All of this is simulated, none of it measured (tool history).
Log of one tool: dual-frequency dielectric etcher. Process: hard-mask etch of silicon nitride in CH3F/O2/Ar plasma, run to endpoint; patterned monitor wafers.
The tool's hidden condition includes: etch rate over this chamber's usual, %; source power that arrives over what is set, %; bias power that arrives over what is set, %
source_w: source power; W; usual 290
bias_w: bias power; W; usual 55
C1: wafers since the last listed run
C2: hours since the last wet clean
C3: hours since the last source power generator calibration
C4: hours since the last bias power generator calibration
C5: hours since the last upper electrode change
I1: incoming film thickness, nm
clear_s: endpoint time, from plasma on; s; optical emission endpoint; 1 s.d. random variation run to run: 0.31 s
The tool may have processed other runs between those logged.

Run 1, hour 0: usual settings but source_w 330 W, bias_w 63 W; C1 0; C2 261.6; C3 2768.7; C4 1612.7; C5 2061.4; I1 42.94. Result: clear_s 73.3 s.
Run 2, hour 67.6: usual settings but source_w 330 W, bias_w 63 W; C1 752; C2 329.2; C3 2836.3; C4 1680.3; C5 2129; I1 42.5. Result: clear_s 72.4 s.
Run 3, hour 120.3: usual settings; C1 586; C2 381.9; C3 2889; C4 1733; C5 2181.7; I1 42.54. Result: clear_s 81.3 s.
Run 4, hour 186: usual settings; C1 731; C2 447.6; C3 2954.7; C4 1798.7; C5 2247.4; I1 42.32. Result: clear_s 80.7 s.
At hour 214.9: wet clean of the chamber.
Run 5, hour 238.8: usual settings; C1 320; C2 23.9; C3 3007.5; C4 1851.5; C5 2300.2; I1 42.6. Result: clear_s 79.8 s.
Run 6, hour 270.5: usual settings; C1 353; C2 55.6; C3 3039.2; C4 1883.2; C5 2331.9; I1 42.54. Result: clear_s 79.4 s.
Run 7, hour 336.2: usual settings; C1 731; C2 121.3; C3 3104.9; C4 1948.9; C5 2397.6; I1 42.53. Result: clear_s 79.1 s.
At hour 374.9: wet clean of the chamber, repeated, since the last time left the tool worse.
Run 8, hour 375.4: usual settings but source_w 330 W, bias_w 48 W; C1 169; C2 0.5; C3 3144.1; C4 1988.1; C5 2436.8; I1 42.51. Result: clear_s 83.5 s.
Run 9, hour 424.1: usual settings but source_w 330 W, bias_w 48 W; C1 542; C2 49.2; C3 3192.8; C4 2036.8; C5 2485.5; I1 42.66. Result: clear_s 84.4 s.
Run 10, hour 487.7: usual settings but source_w 330 W, bias_w 48 W; C1 708; C2 112.8; C3 3256.4; C4 2100.4; C5 2549.1; I1 42.69. Result: clear_s 83.7 s.
Run 11, hour 513.7: usual settings but source_w 320 W, bias_w 46 W; C1 289; C2 138.8; C3 3282.4; C4 2126.4; C5 2575.1; I1 42.78. Result: clear_s 86.4 s.
Run 12, hour 549: usual settings but source_w 320 W, bias_w 66 W; C1 393; C2 174.1; C3 3317.7; C4 2161.7; C5 2610.4; I1 42.46. Result: clear_s 71 s.
Run 13, hour 598.3: usual settings but source_w 350 W, bias_w 63 W; C1 549; C2 223.4; C3 3367; C4 2211; C5 2659.7; I1 42.43. Result: clear_s 71.1 s.
Run 14, hour 661: usual settings but source_w 250 W, bias_w 48 W; C1 698; C2 286.1; C3 3429.7; C4 2273.7; C5 2722.4; I1 42.72. Result: clear_s 92.1 s.
At hour 727.6: bias power generator calibrated.
At hour 736.8: upper electrode replaced.
Run 15, hour 737.3: usual settings but source_w 340 W, bias_w 42 W; C1 702; C2 362.4; C3 3506; C4 9.7; C5 0.5; I1 42.29. Result: clear_s 88.4 s.
At hour 758.1: source power generator calibrated.
Run 16, hour 778.5: usual settings but source_w 250 W, bias_w 63 W; C1 414; C2 403.6; C3 20.4; C4 50.9; C5 41.7; I1 42.41. Result: clear_s 78.5 s.
Run 17, hour 807.8: usual settings; C1 326; C2 432.9; C3 49.7; C4 80.2; C5 71; I1 42.36. Result: clear_s 80.1 s.
Run 18, hour 877.5: usual settings; C1 776; C2 502.6; C3 119.4; C4 149.9; C5 140.7; I1 42.7. Result: clear_s 80.4 s.
At hour 931.2: wet clean of the chamber.
Run 19, hour 938.4: usual settings but bias_w 59 W; C1 411; C2 7.2; C3 180.3; C4 210.8; C5 201.6; I1 42.39. Result: clear_s 78.6 s.
Run 20, hour 979.4: usual settings but source_w 240 W, bias_w 41 W; C1 456; C2 48.2; C3 221.3; C4 251.8; C5 242.6; I1 42.09. Result: clear_s 101.2 s.

Consider 4 possible next runs. They are alternatives, not a sequence: every one starts from the tool as it was left by run 20. What does each give?
Run A, hour 979.8: usual settings; C1 4; C2 48.6; C3 221.7; C4 252.2; C5 243; I1 42.33. Result: clear_s ?.
Run B, hour 979.8: usual settings but source_w 260 W, bias_w 43 W; C1 4; C2 48.6; C3 221.7; C4 252.2; C5 243; I1 42.33. Result: clear_s ?.
Run C, hour 979.8: usual settings but bias_w 65 W; C1 4; C2 48.6; C3 221.7; C4 252.2; C5 243; I1 42.33. Result: clear_s ?.
Run D, hour 979.8: usual settings but source_w 330 W, bias_w 66 W; C1 4; C2 48.6; C3 221.7; C4 252.2; C5 243; I1 42.33. Result: clear_s ?.

run  clear_s
  A     81.3
  B     96.6
  C     74.5
  D     70.7
Stripped of hidden state, with their random variation kept, the same runs would have yielded:
run  clear_s
  A     81.6
  B       97
  C     74.8
  D     71.1
